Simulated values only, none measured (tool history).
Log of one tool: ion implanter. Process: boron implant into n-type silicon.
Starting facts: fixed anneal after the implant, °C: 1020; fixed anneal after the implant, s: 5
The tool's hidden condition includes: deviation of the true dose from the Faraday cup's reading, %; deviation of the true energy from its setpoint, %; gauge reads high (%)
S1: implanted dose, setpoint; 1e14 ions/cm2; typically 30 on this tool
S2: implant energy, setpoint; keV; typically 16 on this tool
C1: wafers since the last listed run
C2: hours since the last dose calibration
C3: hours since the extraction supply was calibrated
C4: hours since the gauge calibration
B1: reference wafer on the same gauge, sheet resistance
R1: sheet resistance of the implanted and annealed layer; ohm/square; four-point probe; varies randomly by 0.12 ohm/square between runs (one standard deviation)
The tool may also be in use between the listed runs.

run   hour     S1    S2    C1      C2      C3     C4     B1     R1
  1      0  27.44  13.5     0  1609.7  3496.4  182.1  87.88  87.12
  2   50.3  27.44  13.5  1394    1660  3546.7  232.4  87.95  86.71
  3   82.2     30    16   884  1691.9  3578.6  264.3  87.89  77.81
  4  111.4     30    16   809  1721.1  3607.8  293.5  87.88  77.75
  5  202.1     30    16  2514  1811.8  3698.5  384.2   87.9  77.91
     218.7  -- gauge calibrated
  6  229.2     30    16   751  1838.9  3725.6   10.5   87.9  77.83
     240.5  -- extraction supply calibrated
  7  300.4     30    16  1752  1910.1    59.9   81.7  87.96  77.75

The next listed run, before its measurement:
  8  364.8  38.72  11.5  1785  1974.5  124.3  146.1   ?   ?

{"run 8": {"B1": 87.9, "R1": 91.3}}
With the hidden condition absent and the run-to-run variation left alone, this run would have shown R1 91.3 ohm/square.
